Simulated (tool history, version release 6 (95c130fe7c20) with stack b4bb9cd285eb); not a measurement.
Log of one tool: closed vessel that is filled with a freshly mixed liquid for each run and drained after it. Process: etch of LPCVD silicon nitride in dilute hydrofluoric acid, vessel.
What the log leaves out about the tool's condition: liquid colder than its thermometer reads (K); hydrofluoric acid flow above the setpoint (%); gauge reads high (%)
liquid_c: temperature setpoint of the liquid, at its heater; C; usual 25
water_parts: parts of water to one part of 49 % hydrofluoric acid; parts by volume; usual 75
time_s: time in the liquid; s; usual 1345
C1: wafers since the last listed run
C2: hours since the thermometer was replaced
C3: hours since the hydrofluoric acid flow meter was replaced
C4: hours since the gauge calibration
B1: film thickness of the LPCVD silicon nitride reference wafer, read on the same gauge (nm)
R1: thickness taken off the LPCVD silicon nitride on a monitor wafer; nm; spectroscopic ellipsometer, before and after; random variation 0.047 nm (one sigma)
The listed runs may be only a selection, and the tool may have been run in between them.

run 1 hour=0 | liquid_c=26 water_parts=75 time_s=1345 | C1=0 C2=2403.5 C3=724.9 C4=326.1 | B1=89.97 | R1=8.12
run 2 hour=24.3 | liquid_c=26 water_parts=75 time_s=1345 | C1=1162 C2=2427.8 C3=749.2 C4=350.4 | B1=89.99 | R1=8.07
run 3 hour=52.9 | liquid_c=26 water_parts=75 time_s=1345 | C1=1368 C2=2456.4 C3=777.8 C4=379 | B1=90.01 | R1=8.11
run 4 hour=72.3 | liquid_c=25 water_parts=75 time_s=1345 | C1=928 C2=2475.8 C3=797.2 C4=398.4 | B1=89.98 | R1=7.55
run 5 hour=102.2 | liquid_c=25 water_parts=75 time_s=1345 | C1=1430 C2=2505.7 C3=827.1 C4=428.3 | B1=90 | R1=7.56
run 6 hour=128.6 | liquid_c=25 water_parts=75 time_s=1345 | C1=1262 C2=2532.1 C3=853.5 C4=454.7 | B1=90.02 | R1=7.55
run 7 hour=162.7 | liquid_c=22.5 water_parts=75 time_s=1345 | C1=1631 C2=2566.2 C3=887.6 C4=488.8 | B1=89.99 | R1=6.37
run 8 hour=189 | liquid_c=25 water_parts=75 time_s=1345 | C1=1258 C2=2592.5 C3=913.9 C4=515.1 | B1=89.96 | R1=7.53
run 9 hour=206.1 | liquid_c=25 water_parts=75 time_s=1345 | C1=818 C2=2609.6 C3=931 C4=532.2 | B1=89.96 | R1=7.49
run 10 hour=232.2 | liquid_c=25 water_parts=75 time_s=1345 | C1=1248 C2=2635.7 C3=957.1 C4=558.3 | B1=89.99 | R1=7.52
run 11 hour=258.3 | liquid_c=25 water_parts=75 time_s=1345 | C1=1248 C2=2661.8 C3=983.2 C4=584.4 | B1=89.99 | R1=7.42
-- hour=263.3 gauge calibrated
-- hour=267.3 hydrofluoric acid flow meter replaced
run 12 hour=320.6 | liquid_c=25 water_parts=75 time_s=1345 | C1=2932 C2=2724.1 C3=53.3 C4=57.3 | B1=90.02 | R1=7.51
run 13 hour=347.4 | liquid_c=25 water_parts=75 time_s=1345 | C1=1282 C2=2750.9 C3=80.1 C4=84.1 | B1=89.99 | R1=7.39
run 14 hour=377.2 | liquid_c=25 water_parts=75 time_s=1880 | C1=1425 C2=2780.7 C3=109.9 C4=113.9 | B1=89.98 | R1=10.31
run 15 hour=407.9 | liquid_c=25 water_parts=75 time_s=1345 | C1=1468 C2=2811.4 C3=140.6 C4=144.6 | B1=90.04 | R1=7.43
run 16 hour=427.3 | liquid_c=25 water_parts=75 time_s=1345 | C1=928 C2=2830.8 C3=160 C4=164 | B1=89.96 | R1=7.46
run 17 hour=452.6 | liquid_c=25 water_parts=50 time_s=1345 | C1=1210 C2=2856.1 C3=185.3 C4=189.3 | B1=89.95 | R1=11.03
run 18 hour=477.6 | liquid_c=25 water_parts=105 time_s=1345 | C1=1195 C2=2881.1 C3=210.3 C4=214.3 | B1=90.02 | R1=5.37
run 19 hour=490 | liquid_c=27.5 water_parts=75 time_s=1345 | C1=593 C2=2893.5 C3=222.7 C4=226.7 | B1=89.99 | R1=8.72
run 20 hour=505.9 | liquid_c=25 water_parts=75 time_s=755 | C1=760 C2=2909.4 C3=238.6 C4=242.6 | B1=89.99 | R1=4.11
run 21 hour=525.8 | liquid_c=28 water_parts=100 time_s=655 | C1=951 C2=2929.3 C3=258.5 C4=262.5 | B1=89.97 | R1=3.31
-- hour=535.4 thermometer replaced
run 22 hour=538.7 | liquid_c=29.5 water_parts=75 time_s=1345 | C1=569 C2=3.3 C3=271.4 C4=275.4 | B1=89.98 | R1=11.81
run 23 hour=569.1 | liquid_c=25 water_parts=75 time_s=1345 | C1=1454 C2=33.7 C3=301.8 C4=305.8 | B1=90.02 | R1=8.82
run 24 hour=585.5 | liquid_c=28 water_parts=95 time_s=565 | C1=784 C2=50.1 C3=318.2 C4=322.2 | B1=90.02 | R1=3.54
run 25 hour=627.1 | liquid_c=26 water_parts=75 time_s=1345 | C1=1990 C2=91.7 C3=359.8 C4=363.8 | B1=89.97 | R1=9.32
run 26 hour=660.4 | liquid_c=21 water_parts=95 time_s=2040 | C1=1593 C2=125 C3=393.1 C4=397.1 | B1=89.97 | R1=7.96
run 27 hour=674.6 | liquid_c=29 water_parts=50 time_s=1345 | C1=679 C2=139.2 C3=407.3 C4=411.3 | B1=90.03 | R1=16.86
run 28 hour=688.8 | liquid_c=25 water_parts=75 time_s=1345 | C1=679 C2=153.4 C3=421.5 C4=425.5 | B1=90.04 | R1=8.81
run 29 hour=703.8 | liquid_c=25 water_parts=45 time_s=1820 | C1=717 C2=168.4 C3=436.5 C4=440.5 | B1=89.99 | R1=19.3
run 30 hour=724 | liquid_c=25 water_parts=75 time_s=1345 | C1=966 C2=188.6 C3=456.7 C4=460.7 | B1=89.97 | R1=8.71
run 31 hour=744 | liquid_c=25 water_parts=100 time_s=1345 | C1=956 C2=208.6 C3=476.7 C4=480.7 | B1=90.01 | R1=6.52
run 32 hour=773.2 | liquid_c=25 water_parts=75 time_s=2060 | C1=1396 C2=237.8 C3=505.9 C4=509.9 | B1=89.97 | R1=13.37
run 33 hour=797.7 | liquid_c=25 water_parts=40 time_s=1345 | C1=1172 C2=262.3 C3=530.4 C4=534.4 | B1=90 | R1=15.99

What if the next run were any one of these 3? Each begins from the tool's condition after run 33:
run A hour=798.7 | liquid_c=23.5 water_parts=75 time_s=1345 | C1=47 C2=263.3 C3=531.4 C4=535.4 | B1=? | R1=?
run B hour=798.7 | liquid_c=25 water_parts=75 time_s=1905 | C1=47 C2=263.3 C3=531.4 C4=535.4 | B1=? | R1=?
run C hour=798.7 | liquid_c=25 water_parts=55 time_s=2085 | C1=47 C2=263.3 C3=531.4 C4=535.4 | B1=? | R1=?

run=A B1=89.98 R1=7.77
run=B B1=89.98 R1=12.17
run=C B1=89.98 R1=18.06
The same runs, with their run-to-run variation unchanged, on a tool lacking any hidden condition would have given:
run=A R1=8.13
run=B R1=12.73
run=C R1=18.9
